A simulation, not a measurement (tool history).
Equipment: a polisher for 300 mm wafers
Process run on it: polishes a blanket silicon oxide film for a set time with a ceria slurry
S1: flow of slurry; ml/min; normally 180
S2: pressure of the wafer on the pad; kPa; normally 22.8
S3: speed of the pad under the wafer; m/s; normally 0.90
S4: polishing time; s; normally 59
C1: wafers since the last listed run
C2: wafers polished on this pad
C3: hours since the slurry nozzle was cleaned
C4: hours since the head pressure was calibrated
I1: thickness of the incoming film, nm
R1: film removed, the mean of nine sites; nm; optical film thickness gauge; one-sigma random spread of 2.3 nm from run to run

run,hour,S1,S2,S3,S4,C1,C2,C3,C4,I1,R1
1,0.0,180,22.8,0.76,59,0,2713,185.6,452.4,1369.3,249.8
# hour 23.7: head pressure recalibrated
2,96.8,180,22.8,0.90,42,1087,3801,282.4,73.1,1378.2,204.3
# hour 125.4: worn pad replaced by a new one
3,138.6,180,22.8,0.90,42,433,151,324.2,114.9,1378.7,212.7
4,179.5,180,22.8,0.90,42,469,620,365.1,155.8,1373.6,211.3
# hour 215.8: slurry nozzle cleaned
5,284.6,180,18.6,0.90,59,1194,1814,68.8,260.9,1359.7,237.2
6,333.7,180,22.8,0.90,59,563,2377,117.9,310.0,1338.0,287.2
7,398.2,180,22.8,0.90,59,739,3117,182.4,374.5,1369.8,287.0
# hour 460.8: head pressure recalibrated
8,485.1,180,22.8,0.66,59,973,4091,269.3,24.3,1363.5,219.4
# hour 539.1: worn pad replaced by a new one
9,579.5,180,22.8,0.66,59,1037,464,363.7,118.7,1382.8,225.1
10,619.2,180,22.8,0.90,59,455,919,403.4,158.4,1386.5,291.0
# hour 645.3: slurry nozzle cleaned
11,672.1,180,22.8,0.90,59,595,1514,26.8,211.3,1387.4,290.6
12,738.2,180,22.8,0.90,59,758,2273,92.9,277.4,1369.5,286.8
13,786.2,180,22.8,0.90,55,550,2823,140.9,325.4,1353.7,267.0
14,829.5,180,22.8,0.90,55,496,3320,184.2,368.7,1367.1,264.4
# hour 877.3: worn pad replaced by a new one, of another model than before
# hour 881.8: head pressure recalibrated
15,905.2,180,18.6,0.90,67,799,296,259.9,23.4,1385.6,293.7
# hour 989.3: slurry nozzle cleaned
16,990.4,210,27.6,0.90,74,965,1262,1.1,108.6,1349.5,424.5
17,1081.3,180,22.8,0.90,59,1042,2305,92.0,199.5,1368.7,283.8
18,1130.6,180,22.8,0.90,59,565,2871,141.3,248.8,1372.1,286.5
19,1223.3,120,15.9,0.72,59,1063,3934,234.0,341.5,1383.0,184.5
# hour 1265.4: worn pad replaced by a new one
20,1320.7,180,22.8,0.90,59,1071,633,331.4,438.9,1359.3,293.3
# hour 1324.3: head pressure recalibrated
# hour 1388.1: slurry nozzle cleaned
21,1391.1,180,22.8,0.90,59,773,1407,3.0,66.8,1383.0,285.5
22,1492.1,140,31.0,0.70,59,1158,2565,104.0,167.8,1352.4,300.1
23,1564.6,180,22.8,0.82,59,831,3397,176.5,240.3,1351.6,269.7
# hour 1654.4: worn pad replaced by a new one
24,1667.0,180,22.8,0.76,59,1128,144,278.9,342.7,1369.3,267.5
25,1719.6,225,20.0,0.90,59,603,747,331.5,395.3,1359.1,273.3
# hour 1746.1: slurry nozzle cleaned
26,1805.8,150,22.8,1.06,59,977,1724,59.7,481.5,1354.9,313.7
# hour 1844.4: head pressure recalibrated
27,1861.7,180,22.8,0.90,48,618,2343,115.6,17.3,1364.5,232.1
28,1925.9,245,26.9,0.90,68,736,3079,179.8,81.5,1380.9,383.0

Branching from run 28: 5 alternative next runs. What would each branch give?
A,1926.3,180,22.8,1.10,59,4,3084,180.2,81.9,1378.3,?
B,1926.3,180,22.8,0.60,79,4,3084,180.2,81.9,1378.3,?
C,1926.3,130,17.2,0.90,59,4,3084,180.2,81.9,1378.3,?
D,1926.3,180,22.8,0.90,70,4,3084,180.2,81.9,1378.3,?
E,1926.3,180,16.5,1.14,78,4,3084,180.2,81.9,1378.3,?

run,R1
A,327.7
B,304.7
C,227.2
D,341.3
E,358.6
Take away the tool's hidden state, keep each run's random variation, and the runs would have read:
run,R1
A,342.1
B,318.0
C,237.2
D,356.2
E,374.3

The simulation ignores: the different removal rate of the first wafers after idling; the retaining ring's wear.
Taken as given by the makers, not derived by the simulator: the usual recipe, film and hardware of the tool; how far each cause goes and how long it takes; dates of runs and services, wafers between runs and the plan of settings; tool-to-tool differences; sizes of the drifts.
